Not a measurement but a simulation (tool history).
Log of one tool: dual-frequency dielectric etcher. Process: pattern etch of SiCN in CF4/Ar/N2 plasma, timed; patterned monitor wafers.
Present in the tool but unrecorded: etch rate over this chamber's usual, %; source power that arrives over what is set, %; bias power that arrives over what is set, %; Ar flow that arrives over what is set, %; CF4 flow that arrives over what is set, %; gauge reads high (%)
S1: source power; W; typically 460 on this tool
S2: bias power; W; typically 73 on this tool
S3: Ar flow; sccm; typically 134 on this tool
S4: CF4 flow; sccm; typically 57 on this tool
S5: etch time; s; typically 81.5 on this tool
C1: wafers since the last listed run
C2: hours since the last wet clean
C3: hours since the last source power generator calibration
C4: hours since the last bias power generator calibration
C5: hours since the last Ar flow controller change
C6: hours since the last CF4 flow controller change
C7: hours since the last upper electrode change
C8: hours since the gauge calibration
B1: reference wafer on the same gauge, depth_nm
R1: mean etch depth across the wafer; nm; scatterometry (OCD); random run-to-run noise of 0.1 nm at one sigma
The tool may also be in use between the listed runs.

{"run": 1, "day": 0.0, "S1": 460, "S2": 73, "S3": 134, "S4": 62, "S5": 81.5, "C1": 0, "C2": 384.6, "C3": 2720.1, "C4": 3333, "C5": 5675.4, "C6": 4781.4, "C7": 4323.1, "C8": 13.6, "B1": 56.5, "R1": 71.2}
{"run": 2, "day": 2.0, "S1": 460, "S2": 73, "S3": 134, "S4": 57, "S5": 81.5, "C1": 614, "C2": 432.6, "C3": 2768.1, "C4": 3381, "C5": 5723.4, "C6": 4829.4, "C7": 4371.1, "C8": 61.6, "B1": 56.5, "R1": 70.3}
{"run": 3, "day": 2.379, "S1": 380, "S2": 73, "S3": 134, "S4": 57, "S5": 81.5, "C1": 116, "C2": 441.7, "C3": 2777.2, "C4": 3390.1, "C5": 5732.5, "C6": 4838.5, "C7": 4380.2, "C8": 70.7, "B1": 56.5, "R1": 57.4}
{"run": 4, "day": 2.9, "S1": 380, "S2": 73, "S3": 134, "S4": 57, "S5": 81.5, "C1": 159, "C2": 454.2, "C3": 2789.7, "C4": 3402.6, "C5": 5745, "C6": 4851, "C7": 4392.7, "C8": 83.2, "B1": 56.5, "R1": 57.4}
{"day": 3.75, "done": "Ar flow controller replaced"}
{"day": 4.021, "done": "upper electrode replaced"}
{"day": 4.642, "done": "wet clean of the chamber"}
{"day": 4.767, "done": "gauge calibrated"}
{"day": 4.888, "done": "CF4 flow controller replaced"}
{"run": 5, "day": 4.908, "S1": 460, "S2": 73, "S3": 134, "S4": 65, "S5": 81.5, "C1": 190, "C2": 6.4, "C3": 2837.9, "C4": 3450.8, "C5": 27.8, "C6": 0.5, "C7": 21.3, "C8": 3.4, "B1": 56.5, "R1": 71.5}
{"run": 6, "day": 4.921, "S1": 460, "S2": 80, "S3": 134, "S4": 57, "S5": 96.5, "C1": 3, "C2": 6.7, "C3": 2838.2, "C4": 3451.1, "C5": 28.1, "C6": 0.8, "C7": 21.6, "C8": 3.7, "B1": 56.5, "R1": 87.2}
{"run": 7, "day": 4.938, "S1": 490, "S2": 73, "S3": 134, "S4": 57, "S5": 81.5, "C1": 5, "C2": 7.1, "C3": 2838.6, "C4": 3451.5, "C5": 28.5, "C6": 1.2, "C7": 22, "C8": 4.1, "B1": 56.5, "R1": 74.2}
{"run": 8, "day": 5.296, "S1": 460, "S2": 59, "S3": 121, "S4": 45, "S5": 88.5, "C1": 110, "C2": 15.7, "C3": 2847.2, "C4": 3460.1, "C5": 37.1, "C6": 9.8, "C7": 30.6, "C8": 12.7, "B1": 56.5, "R1": 63.6}
{"run": 9, "day": 5.583, "S1": 460, "S2": 73, "S3": 134, "S4": 57, "S5": 81.5, "C1": 88, "C2": 22.6, "C3": 2854.1, "C4": 3467, "C5": 44, "C6": 16.7, "C7": 37.5, "C8": 19.6, "B1": 56.5, "R1": 69.6}
{"run": 10, "day": 6.075, "S1": 460, "S2": 58, "S3": 143, "S4": 68, "S5": 81.5, "C1": 150, "C2": 34.4, "C3": 2865.9, "C4": 3478.8, "C5": 55.8, "C6": 28.5, "C7": 49.3, "C8": 31.4, "B1": 56.5, "R1": 62.2}
{"run": 11, "day": 6.708, "S1": 460, "S2": 73, "S3": 134, "S4": 57, "S5": 81.5, "C1": 194, "C2": 49.6, "C3": 2881.1, "C4": 3494, "C5": 71, "C6": 43.7, "C7": 64.5, "C8": 46.6, "B1": 56.5, "R1": 69.8}
{"day": 6.954, "done": "bias power generator calibrated"}
{"run": 12, "day": 7.396, "S1": 550, "S2": 62, "S3": 134, "S4": 57, "S5": 81.5, "C1": 159, "C2": 66.1, "C3": 2897.6, "C4": 10.6, "C5": 87.5, "C6": 60.2, "C7": 81, "C8": 63.1, "B1": 56.5, "R1": 76}
{"day": 7.925, "done": "source power generator calibrated"}
{"run": 13, "day": 8.762, "S1": 560, "S2": 66, "S3": 134, "S4": 50, "S5": 75, "C1": 368, "C2": 98.9, "C3": 20.1, "C4": 43.4, "C5": 120.3, "C6": 93, "C7": 113.8, "C8": 95.9, "B1": 56.5, "R1": 72}
{"run": 14, "day": 10.067, "S1": 460, "S2": 73, "S3": 134, "S4": 57, "S5": 67.5, "C1": 400, "C2": 130.2, "C3": 51.4, "C4": 74.7, "C5": 151.6, "C6": 124.3, "C7": 145.1, "C8": 127.2, "B1": 56.5, "R1": 57.7}
{"day": 10.517, "done": "gauge calibrated"}
{"run": 15, "day": 10.783, "S1": 380, "S2": 73, "S3": 134, "S4": 57, "S5": 81.5, "C1": 220, "C2": 147.4, "C3": 68.6, "C4": 91.9, "C5": 168.8, "C6": 141.5, "C7": 162.3, "C8": 6.4, "B1": 56.5, "R1": 56.9}

Alternative continuations, all from the tool just after run 15; predict every row:
{"run": "A", "day": 10.8, "S1": 460, "S2": 73, "S3": 134, "S4": 57, "S5": 81.5, "C1": 5, "C2": 147.8, "C3": 69, "C4": 92.3, "C5": 169.2, "C6": 141.9, "C7": 162.7, "C8": 6.8, "B1": "?", "R1": "?"}
{"run": "B", "day": 10.8, "S1": 580, "S2": 73, "S3": 134, "S4": 44, "S5": 81.5, "C1": 5, "C2": 147.8, "C3": 69, "C4": 92.3, "C5": 169.2, "C6": 141.9, "C7": 162.7, "C8": 6.8, "B1": "?", "R1": "?"}
{"run": "C", "day": 10.8, "S1": 460, "S2": 73, "S3": 153, "S4": 57, "S5": 69.5, "C1": 5, "C2": 147.8, "C3": 69, "C4": 92.3, "C5": 169.2, "C6": 141.9, "C7": 162.7, "C8": 6.8, "B1": "?", "R1": "?"}
{"run": "D", "day": 10.8, "S1": 460, "S2": 61, "S3": 134, "S4": 51, "S5": 81.5, "C1": 5, "C2": 147.8, "C3": 69, "C4": 92.3, "C5": 169.2, "C6": 141.9, "C7": 162.7, "C8": 6.8, "B1": "?", "R1": "?"}

run=A B1=56.5 R1=69.9
run=B B1=56.5 R1=84
run=C B1=56.5 R1=58.6
run=D B1=56.5 R1=61
Take away the tool's hidden state, keep each run's random variation, and the runs would have read:
run=A R1=69.3
run=B R1=83.2
run=C R1=58.1
run=D R1=60.5
